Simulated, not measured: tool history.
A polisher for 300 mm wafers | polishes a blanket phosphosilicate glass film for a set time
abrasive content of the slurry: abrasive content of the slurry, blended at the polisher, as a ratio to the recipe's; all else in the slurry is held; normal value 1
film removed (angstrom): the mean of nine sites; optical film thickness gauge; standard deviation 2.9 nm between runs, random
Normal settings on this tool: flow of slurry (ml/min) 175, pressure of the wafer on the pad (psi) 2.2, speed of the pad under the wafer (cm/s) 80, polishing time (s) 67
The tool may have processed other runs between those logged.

| run | hour | flow of slurry (ml/min) | pressure of the wafer on the pad (psi) | speed of the pad under the wafer (cm/s) | abrasive content of the slurry | polishing time (s) | incoming thickness of the incoming film, nm | film removed (angstrom) |
|---|---|---|---|---|---|---|---|---|
| 1 | 0 | 175 | 2.2 | 80 | 1 | 67 | 3233.2 | 2963 |
| 2 | 23.5 | 175 | 2.2 | 80 | 1 | 67 | 3223.8 | 3021 |
| 3 | 38.4 | 175 | 2.2 | 80 | 1 | 67 | 3228.6 | 2972 |
| 4 | 50.9 | 175 | 2.2 | 80 | 1 | 54 | 3323.6 | 2441 |
| 5 | 75.8 | 190 | 2.2 | 80 | 1 | 67 | 3200.8 | 3014 |
| 6 | 156.1 | 175 | 2.2 | 80 | 1 | 67 | 3265.9 | 2979 |
| 7 | 188.5 | 175 | 2.2 | 80 | 1 | 67 | 3298.5 | 3007 |
| 8 | 200 | 175 | 2.7 | 80 | 1.1 | 84 | 3322 | 4554 |
| 9 | 235.3 | 175 | 1.9 | 80 | 1 | 67 | 3256.8 | 2708 |
| 10 | 262.8 | 175 | 1.7 | 80 | 1 | 57 | 3275.5 | 2109 |
| 11 | 283.2 | 175 | 2.2 | 80 | 1 | 67 | 3265.5 | 3007 |
| 12 | 313.8 | 215 | 3 | 58 | 1 | 74 | 3208.5 | 3384 |
| 13 | 334.3 | 175 | 2.2 | 80 | 1 | 67 | 3299.2 | 3006 |
| 14 | 347.6 | 175 | 2.2 | 80 | 1 | 67 | 3291.6 | 3015 |
| 15 | 383 | 175 | 2.2 | 54 | 1 | 67 | 3215.2 | 2201 |
| 16 | 408.1 | 175 | 1.6 | 72 | 1 | 56 | 3287.3 | 1868 |
| 17 | 427.4 | 145 | 2.2 | 80 | 1.2 | 67 | 3225.7 | 3063 |
| 18 | 439.8 | 175 | 2.2 | 80 | 1 | 67 | 3322.8 | 2978 |
| 19 | 474.2 | 190 | 2.2 | 56 | 0.85 | 87 | 3242.3 | 2836 |
| 20 | 506.6 | 205 | 2.5 | 56 | 1 | 46 | 3231.5 | 1726 |
| 21 | 522.4 | 175 | 1.8 | 92 | 1 | 67 | 3290.7 | 2912 |
| 22 | 538.5 | 175 | 3 | 80 | 1.3 | 67 | 3287.8 | 4122 |
| 23 | 551.1 | 175 | 2.2 | 80 | 1 | 67 | 3250.1 | 2998 |
| 24 | 569.6 | 175 | 2.2 | 80 | 1 | 67 | 3271.6 | 3047 |
| 25 | 588.7 | 175 | 2.2 | 80 | 1 | 67 | 3253.3 | 2985 |
| 26 | 622.8 | 190 | 2.2 | 80 | 1.3 | 85 | 3297.8 | 4171 |
| 27 | 657.2 | 175 | 2.4 | 54 | 1 | 52 | 3265 | 1817 |

Between the runs listed above, the log contained 10 entries, not reproduced here. Where in the sequence does each belong, and how does what the log doesn't record of the tool's condition differ from the listed run before to the listed run after?
In the gap between runs 4 and 5: slurry blender recalibrated (hour 73.4)
  the hidden state is the same at both runs
In the gap between runs 5 and 6: worn pad replaced by a new one (hour 120.3)
  the hidden state is the same at both runs
In the gap between runs 6 and 7: conditioning disc replaced and pad reconditioned (hour 188)
  the hidden state is the same at both runs
In the gap between runs 8 and 9: head pressure recalibrated (hour 223)
  the hidden state is the same at both runs
In the gap between runs 11 and 12: slurry blender recalibrated (hour 305.6)
  the hidden state is the same at both runs
In the gap between runs 14 and 15: worn pad replaced by a new one (hour 361.4); slurry nozzle cleaned (hour 361.8)
  the hidden state is the same at both runs
In the gap between runs 16 and 17: conditioning disc replaced and pad reconditioned (hour 421.5)
  the hidden state is the same at both runs
In the gap between runs 20 and 21: slurry blender recalibrated (hour 518.6)
  the hidden state is the same at both runs
In the gap between runs 23 and 24: worn pad replaced by a new one (hour 565.9)
  the hidden state is the same at both runs
